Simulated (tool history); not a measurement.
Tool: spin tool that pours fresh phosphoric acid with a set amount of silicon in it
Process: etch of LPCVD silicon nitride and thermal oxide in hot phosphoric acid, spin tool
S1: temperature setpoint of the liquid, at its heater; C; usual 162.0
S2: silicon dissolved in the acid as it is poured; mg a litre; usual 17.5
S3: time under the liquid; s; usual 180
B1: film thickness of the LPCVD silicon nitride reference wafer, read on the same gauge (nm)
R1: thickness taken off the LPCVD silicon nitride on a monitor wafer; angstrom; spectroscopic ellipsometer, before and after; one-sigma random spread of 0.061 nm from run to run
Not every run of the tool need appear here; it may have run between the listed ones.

run,day,S1,S2,S3,B1,R1
1,0.000,163.0,17.5,180,110.01,170.6
2,0.692,162.0,17.5,180,110.03,165.1
3,1.204,162.0,17.5,180,109.99,165.9
4,1.750,162.0,17.5,180,110.01,166.5
5,2.000,162.0,17.5,180,109.96,165.5
# day 2.146: dissolved silicon flow meter replaced
6,2.667,162.0,17.5,180,110.01,165.1
7,2.971,162.0,17.5,180,110.03,165.1
# day 3.162: thermometer replaced
8,3.508,162.0,17.5,180,109.98,165.2
9,4.038,162.0,17.5,180,109.99,166.1
10,4.538,162.0,17.5,180,110.01,165.1
11,4.817,163.5,17.5,180,110.02,173.4
12,5.321,164.5,17.5,180,109.97,180.1
# day 5.683: gauge calibrated
13,5.750,162.0,17.5,180,110.01,165.0
# day 6.258: heated supply line repaired
14,6.792,162.0,17.5,220,110.01,202.5
15,7.229,165.0,17.5,180,109.99,183.5
16,7.950,160.5,17.5,255,110.01,222.0
17,8.375,163.0,17.5,240,109.99,226.9
18,8.817,162.0,17.5,180,110.03,165.3
19,9.275,161.0,24.0,180,110.01,159.9
20,9.638,164.0,10.5,180,110.00,176.2
21,9.900,160.0,29.5,180,110.01,155.0
22,10.412,163.5,25.5,250,110.00,240.7
23,10.762,163.5,25.5,250,110.03,242.0

Here are 3 independent what-if runs from the current tool condition. What would each one return?
A,10.783,162.0,12.0,180,?,?
B,10.783,164.0,24.5,180,?,?
C,10.783,163.0,10.5,180,?,?

run,B1,R1
A,109.98,165.2
B,109.98,176.6
C,109.98,170.8
Without the tool's unlogged condition, the same runs would have read:
run,R1
A,165.2
B,176.6
C,170.8
